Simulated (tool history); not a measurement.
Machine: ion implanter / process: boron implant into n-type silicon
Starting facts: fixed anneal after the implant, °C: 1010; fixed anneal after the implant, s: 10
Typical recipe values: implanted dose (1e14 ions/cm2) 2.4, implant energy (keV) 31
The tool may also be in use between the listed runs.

run	day	implanted dose (1e14 ions/cm2)	implant energy (keV)	wafers since the last listed run	hours since the last dose calibration	hours since the extraction supply was calibrated	hours since the gauge calibration	read-back reference wafer on the same gauge, sheet resistance	sheet resistance of the implanted and annealed layer (ohm/square)
1	0	1.86	34	0	449.1	1832.1	2249	375.12	444.23
2	2.442	2.4	31	577	507.7	1890.7	2307.6	374.58	369.99
3	5.117	2.4	31	632	571.9	1954.9	2371.8	374.97	374.24
4	6.696	2.4	31	373	609.8	1992.8	2409.7	375.09	374.09
5	9.308	2.4	33.5	618	672.5	2055.5	2472.4	375.12	370.41
6	12.8	2.4	33.5	826	756.3	2139.3	2556.2	374.73	373.66
7	14.579	2.9	31	420	799	2182	2598.9	374.82	326.66
8	16.362	2.4	31	421	841.8	2224.8	2641.7	375.03	376.07
9	17.971	2.4	31	380	880.4	2263.4	2680.3	374.41	377.3
10	19.988	1.96	38.5	477	928.8	2311.8	2728.7	375.02	426.41
11	23.921	2.4	31	930	1023.2	2406.2	2823.1	375.17	380.44
12	26.454	2.4	31	599	1084	2467	2883.9	374.67	380.32
13	30.842	2.61	31	1038	1189.3	2572.3	2989.2	374.91	358.23
14	34.242	2.4	31	804	1270.9	2653.9	3070.8	374.75	379.47
# day 34.812: Faraday cup replaced and dose calibrated
15	38.583	2.4	31	948	90.5	2758.1	3175	375.33	370.1
16	51.025	2.4	31	2943	389.1	3056.7	3473.6	374.79	372.85
17	54.554	2.09	34.5	834	473.8	3141.4	3558.3	374.81	411.06
18	58.517	2.4	31	937	568.9	3236.5	3653.4	374.8	376.67
19	60.475	3.05	31	463	615.9	3283.5	3700.4	374.73	314.36
20	62.858	3.03	21	563	673.1	3340.7	3757.6	375.66	329.33
21	64.879	3.07	34	478	721.6	3389.2	3806.1	375.57	308.59
# day 71.242: gauge calibrated
22	73.196	2.4	31	1967	921.2	3588.8	46.9	374.68	377.76
23	76.571	2.4	31	798	1002.2	3669.8	127.9	375.14	381.77
24	79.938	2.4	34.5	796	1083	3750.6	208.7	374.98	379.14
25	83.688	2.4	31	887	1173	3840.6	298.7	374.94	385.97
26	86.979	2.4	22	778	1252	3919.6	377.7	374.83	397.99
# day 87.483: extraction supply calibrated
# day 95.55: Faraday cup replaced and dose calibrated
27	96.658	2.4	21	2132	26.6	220.2	610	374.7	385.93
28	100.217	1.98	31	841	112	305.6	695.4	375.32	428.26
29	104.25	2.4	21.5	954	208.8	402.4	792.2	375.12	387.61
30	108.179	2.4	31	929	303.1	496.7	886.5	374.57	371.43
31	112.033	2.77	21	911	395.6	589.2	979	375.21	346.66
32	114.962	2.93	41	693	465.9	659.5	1049.3	374.72	311.01
33	118.062	3.07	31	733	540.3	733.9	1123.7	375.35	310.53
34	120.229	1.84	22	512	592.3	785.9	1175.7	375.04	477.96
35	124.217	2.4	26	943	688	881.6	1271.4	374.87	384.33
36	127.588	2.4	40	797	768.9	962.5	1352.3	374.94	365.48

What if the next run were any one of these 5? Each begins from the tool's condition after run 36:
A	127.604	2.4	38	3	769.3	962.9	1352.7	?	?
B	127.604	3.07	27.5	3	769.3	962.9	1352.7	?	?
C	127.604	2.4	41	3	769.3	962.9	1352.7	?	?
D	127.604	2.4	26.5	3	769.3	962.9	1352.7	?	?
E	127.604	2.06	37.5	3	769.3	962.9	1352.7	?	?

run	read-back reference wafer on the same gauge, sheet resistance	sheet resistance of the implanted and annealed layer (ohm/square)
A	375.06	368.85
B	375.06	316.14
C	375.06	365.29
D	375.06	385.01
E	375.06	414.17
Take away the tool's hidden state, keep each run's random variation, and the runs would have read:
run	sheet resistance of the implanted and annealed layer (ohm/square)
A	360.62
B	308.78
C	357.2
D	376.1
E	405.06

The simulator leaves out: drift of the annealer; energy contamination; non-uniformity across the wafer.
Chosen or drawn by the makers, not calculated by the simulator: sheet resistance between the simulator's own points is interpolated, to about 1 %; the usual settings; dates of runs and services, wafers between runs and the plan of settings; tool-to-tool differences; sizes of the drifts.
